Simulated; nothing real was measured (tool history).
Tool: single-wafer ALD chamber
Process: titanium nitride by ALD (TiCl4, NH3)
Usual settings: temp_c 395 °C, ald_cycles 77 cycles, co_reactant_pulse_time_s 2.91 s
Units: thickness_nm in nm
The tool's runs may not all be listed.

run     day  temp_c  ald_cycles  co_reactant_pulse_time_s  read-back reference wafer on the same gauge, thickness_nm  thickness_nm
  1       0     395          77                      2.91                                                      1.996         1.797
  2   3.317     395          77                      2.91                                                      2.008         1.822
  3   5.317     395          77                      2.91                                                      2.015         1.818
  4   7.771     395          77                      2.91                                                       2.02         1.833
  5   9.504     395          77                      2.91                                                       2.02         1.855
  6  11.662     395          77                      2.91                                                      2.026         1.829
  7  15.958     395          77                      2.91                                                      2.032         1.839
  8  18.983     395          77                      2.91                                                      2.035         1.819
     21.296  -- thermocouple changed; heater temperature recalibrated
  9  23.192     395          77                      2.91                                                      2.034         1.835
 10  25.017     399          88                      2.11                                                       2.04         2.062
     25.421  -- showerhead replaced
 11  27.154     395          77                      3.41                                                      2.034         1.867
     28.833  -- gauge calibrated
 12  30.525     409          77                      3.61                                                      1.955         1.788
 13  35.017     391          63                      3.36                                                      1.974          1.47
 14    38.5     383          84                      3.57                                                      1.992          1.98
 15   41.05     402          77                      2.91                                                      1.993         1.803
 16  44.183     395          77                      2.91                                                      2.002         1.809
 17  47.233     409          77                      3.61                                                       2.01         1.843
 18   50.25     395          83                      1.92                                                      2.009         1.892

Forecast each of these 5 alternatives for the next run:
  A  50.275     395          77                      2.91                                                          ?             ?
  B  50.275     399          68                      2.91                                                          ?             ?
  C  50.275     384          67                      2.21                                                          ?             ?
  D  50.275     404          68                      3.21                                                          ?             ?
  E  50.275     384          64                      3.73                                                          ?             ?

run  read-back reference wafer on the same gauge, thickness_nm  thickness_nm
  A                                                      2.015         1.814
  B                                                      2.015         1.606
  C                                                      2.015         1.538
  D                                                      2.015         1.615
  E                                                      2.015         1.518
Without the tool's hidden state the same runs would have given:
run  thickness_nm
  A         1.757
  B         1.556
  C          1.49
  D         1.564
  E         1.471
